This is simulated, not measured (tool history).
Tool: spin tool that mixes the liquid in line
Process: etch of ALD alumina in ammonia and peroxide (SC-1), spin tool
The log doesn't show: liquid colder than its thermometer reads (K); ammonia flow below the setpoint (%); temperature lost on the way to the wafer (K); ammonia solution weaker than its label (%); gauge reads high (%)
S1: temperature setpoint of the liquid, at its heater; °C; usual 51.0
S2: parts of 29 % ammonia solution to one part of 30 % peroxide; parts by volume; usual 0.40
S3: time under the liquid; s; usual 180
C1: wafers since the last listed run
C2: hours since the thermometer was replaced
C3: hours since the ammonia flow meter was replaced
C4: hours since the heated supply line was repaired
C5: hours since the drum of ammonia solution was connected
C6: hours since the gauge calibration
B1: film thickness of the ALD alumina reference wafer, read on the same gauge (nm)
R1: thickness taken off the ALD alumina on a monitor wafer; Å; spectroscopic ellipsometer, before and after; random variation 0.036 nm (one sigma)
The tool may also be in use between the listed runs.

run	hour	S1	S2	S3	C1	C2	C3	C4	C5	C6	B1	R1
1	0.0	51.0	0.40	150	0	916.8	1670.0	1127.5	948.1	329.6	120.00	31.8
2	6.8	51.0	0.40	150	47	923.6	1676.8	1134.3	954.9	336.4	120.00	32.1
3	22.2	43.0	0.40	205	106	939.0	1692.2	1149.7	970.3	351.8	119.99	27.3
4	30.1	55.0	0.40	245	54	946.9	1700.1	1157.6	978.2	359.7	119.99	65.5
5	47.1	55.0	0.40	245	117	963.9	1717.1	1174.6	995.2	376.7	120.01	65.3
# hour 51.9: new drum of ammonia solution connected
6	57.1	51.0	0.40	180	62	973.9	1727.1	1184.6	5.2	386.7	119.99	38.1
# hour 69.6: ammonia flow meter replaced
7	99.3	51.0	0.40	180	285	1016.1	29.7	1226.8	47.4	428.9	120.01	37.1
# hour 100.5: gauge calibrated
8	109.1	51.0	0.40	180	68	1025.9	39.5	1236.6	57.2	8.6	120.00	37.7
9	123.0	51.0	0.40	180	96	1039.8	53.4	1250.5	71.1	22.5	119.95	37.1
10	132.1	51.0	0.40	180	63	1048.9	62.5	1259.6	80.2	31.6	120.01	37.6
11	147.7	51.0	0.30	265	108	1064.5	78.1	1275.2	95.8	47.2	119.94	52.8
12	154.2	51.0	0.40	180	45	1071.0	84.6	1281.7	102.3	53.7	119.99	37.0
# hour 158.3: thermometer replaced
13	167.1	51.0	0.60	240	82	8.8	97.5	1294.6	115.2	66.6	120.03	56.3
14	182.5	60.0	0.50	290	106	24.2	112.9	1310.0	130.6	82.0	120.00	109.1
15	195.0	53.5	0.50	135	86	36.7	125.4	1322.5	143.1	94.5	120.04	35.8
16	203.8	55.0	0.50	220	61	45.5	134.2	1331.3	151.9	103.3	120.03	63.0
# hour 209.8: heated supply line repaired
17	213.7	51.0	0.40	180	61	55.4	144.1	3.9	161.8	113.2	120.02	50.4
18	221.0	51.0	0.40	180	50	62.7	151.4	11.2	169.1	120.5	119.99	50.6
19	233.3	51.0	0.40	180	85	75.0	163.7	23.5	181.4	132.8	119.96	50.6
20	242.7	51.0	0.45	180	65	84.4	173.1	32.9	190.8	142.2	119.99	51.0
21	257.3	60.0	0.50	230	101	99.0	187.7	47.5	205.4	156.8	120.00	105.0
22	264.2	41.5	0.40	180	47	105.9	194.6	54.4	212.3	163.7	119.96	28.9
23	279.7	59.5	0.30	180	107	121.4	210.1	69.9	227.8	179.2	120.04	76.8
24	295.5	51.0	0.40	180	109	137.2	225.9	85.7	243.6	195.0	119.99	49.3

5 ways to go on from here, each from the tool as it stands after run 24. What would each give?
A	296.0	51.0	0.40	180	3	137.7	226.4	86.2	244.1	195.5	?	?
B	296.0	53.5	0.60	135	3	137.7	226.4	86.2	244.1	195.5	?	?
C	296.0	45.0	0.40	180	3	137.7	226.4	86.2	244.1	195.5	?	?
D	296.0	58.5	0.40	230	3	137.7	226.4	86.2	244.1	195.5	?	?
E	296.0	60.0	0.50	180	3	137.7	226.4	86.2	244.1	195.5	?	?

run	B1	R1
A	119.96	49.6
B	119.96	44.3
C	119.96	35.4
D	119.96	94.6
E	119.96	81.8
Without the tool's hidden state the same runs would have given:
run	R1
A	52.3
B	46.6
C	37.4
D	99.5
E	86.0
